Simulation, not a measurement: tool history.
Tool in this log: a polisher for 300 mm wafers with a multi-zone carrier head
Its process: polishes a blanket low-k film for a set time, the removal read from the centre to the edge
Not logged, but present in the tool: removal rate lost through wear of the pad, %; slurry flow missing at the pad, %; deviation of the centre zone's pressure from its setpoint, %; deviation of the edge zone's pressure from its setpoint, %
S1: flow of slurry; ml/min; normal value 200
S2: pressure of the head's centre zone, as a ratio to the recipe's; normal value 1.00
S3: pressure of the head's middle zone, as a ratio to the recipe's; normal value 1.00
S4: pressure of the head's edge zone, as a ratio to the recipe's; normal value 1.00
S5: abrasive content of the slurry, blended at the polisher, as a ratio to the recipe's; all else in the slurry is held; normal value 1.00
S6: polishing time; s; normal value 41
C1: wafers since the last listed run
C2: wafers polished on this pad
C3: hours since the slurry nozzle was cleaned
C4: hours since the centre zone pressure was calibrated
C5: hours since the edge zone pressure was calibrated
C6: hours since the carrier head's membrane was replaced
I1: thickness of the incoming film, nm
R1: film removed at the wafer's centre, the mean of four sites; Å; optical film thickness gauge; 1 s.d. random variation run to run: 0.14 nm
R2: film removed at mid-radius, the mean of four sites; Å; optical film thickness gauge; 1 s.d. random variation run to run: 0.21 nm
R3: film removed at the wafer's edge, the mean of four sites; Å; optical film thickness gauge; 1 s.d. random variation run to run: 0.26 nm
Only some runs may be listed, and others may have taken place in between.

run    hour   S1    S2    S3    S4    S5  S6    C1    C2     C3     C4      C5     C6     I1   R1   R2   R3
  1     0.0  200  1.00  1.00  1.00  1.00  36     0  2188  268.8  529.9   537.1  536.9  637.8  185  188  183
       25.5  -- worn pad replaced by a new one
  2    55.8  200  1.00  1.00  1.00  1.00  41   391   228  324.6  585.7   592.9  592.7  638.8  197  200  196
  3    95.7  200  1.00  1.00  1.00  1.00  41   301   530  364.5  625.6   632.8  632.6  632.3  197  200  188
  4   167.1  200  1.00  1.00  1.00  1.00  41   539  1070  435.9  697.0   704.2  704.0  641.4  194  199  194
  5   258.3  200  1.00  1.00  1.00  1.00  41   689  1759  527.1  788.2   795.4  795.2  638.5  187  190  188
      261.4  -- slurry nozzle cleaned
  6   331.9  200  1.00  0.93  1.00  1.00  41   548  2308   70.5  861.8   869.0  868.8  640.3  186  179  180
      411.1  -- worn pad replaced by a new one, repeated, since the last time left the tool worse
  7   411.6  200  1.00  0.93  1.00  1.00  41   572     3  150.2  941.5   948.7  948.5  637.1  222  219  213
      485.0  -- centre zone pressure recalibrated
      555.8  -- carrier head's membrane replaced by a new one
  8   644.5  200  1.12  1.00  1.00  1.00  27  1707  1711  383.1  159.5  1181.6   88.7  642.6  149  142  136
      715.0  -- edge zone pressure recalibrated
      730.1  -- worn pad replaced by a new one
  9   738.7  200  1.00  1.00  1.00  1.00  41   666    64  477.3  253.7    23.7  182.9  637.9  222  230  212
      781.9  -- slurry nozzle cleaned
 10   794.6  200  1.00  1.00  1.00  1.00  41   415   479   12.7  309.6    79.6  238.8  633.4  220  223  215
 11   901.9  200  1.00  0.93  1.00  1.00  41   811  1290  120.0  416.9   186.9  346.1  634.5  216  208  215
 12   942.6  255  1.00  0.89  0.97  1.25  41   307  1598  160.7  457.6   227.6  386.8  652.6  247  236  247
 13  1025.8  200  1.00  1.00  1.00  1.00  30   628  2227  243.9  540.8   310.8  470.0  637.9  155  156  151
     1065.8  -- worn pad replaced by a new one
 14  1124.7  220  1.00  1.00  1.05  0.70  41   717   445  342.8  639.7   409.7  568.9  638.6  175  178  172
 15  1193.5  150  1.00  1.00  1.00  1.10  41   520   965  411.6  708.5   478.5  637.7  632.1  214  221  215
 16  1290.0  200  0.95  1.00  1.00  1.00  41   729  1694  508.1  805.0   575.0  734.2  635.9  208  218  206
     1315.0  -- slurry nozzle cleaned
     1315.1  -- centre zone pressure recalibrated
 17  1357.3  200  1.00  1.00  1.10  1.00  47   500  2194   42.3   42.2   642.3  801.5  638.4  241  248  247
 18  1398.7  200  1.00  1.00  1.00  1.00  41   312  2507   83.7   83.6   683.7  842.9  636.1  209  212  204
     1419.6  -- worn pad replaced by a new one
 19  1449.5  200  1.00  1.00  1.00  1.00  41   353   225  134.5  134.4   734.5  893.7  640.7  224  223  223
 20  1498.7  140  0.89  1.00  1.11  1.00  41   371   597  183.7  183.6   783.7  942.9  638.2  191  211  214

What if the next run were any one of these 5? Each begins from the tool's condition after run 20:
  A  1499.1  200  1.00  1.00  1.00  1.00  41   3  600  184.1  184.0  784.1  943.3  637.5   ?   ?   ?
  B  1499.1  200  1.00  1.00  0.94  1.00  41   3  600  184.1  184.0  784.1  943.3  637.5   ?   ?   ?
  C  1499.1  200  1.05  1.00  1.00  1.00  41   3  600  184.1  184.0  784.1  943.3  637.5   ?   ?   ?
  D  1499.1  200  1.10  1.00  1.07  1.00  41   3  600  184.1  184.0  784.1  943.3  637.5   ?   ?   ?
  E  1499.1  200  1.00  1.00  1.00  0.85  50   3  600  184.1  184.0  784.1  943.3  637.5   ?   ?   ?

run   R1   R2   R3
  A  220  223  222
  B  220  223  216
  C  227  223  222
  D  234  223  228
  E  243  246  244
The same runs, with their run-to-run variation unchanged, on a tool lacking any hidden condition would have given:
run   R1   R2   R3
  A  224  226  225
  B  224  226  219
  C  231  226  225
  D  237  226  232
  E  247  250  248
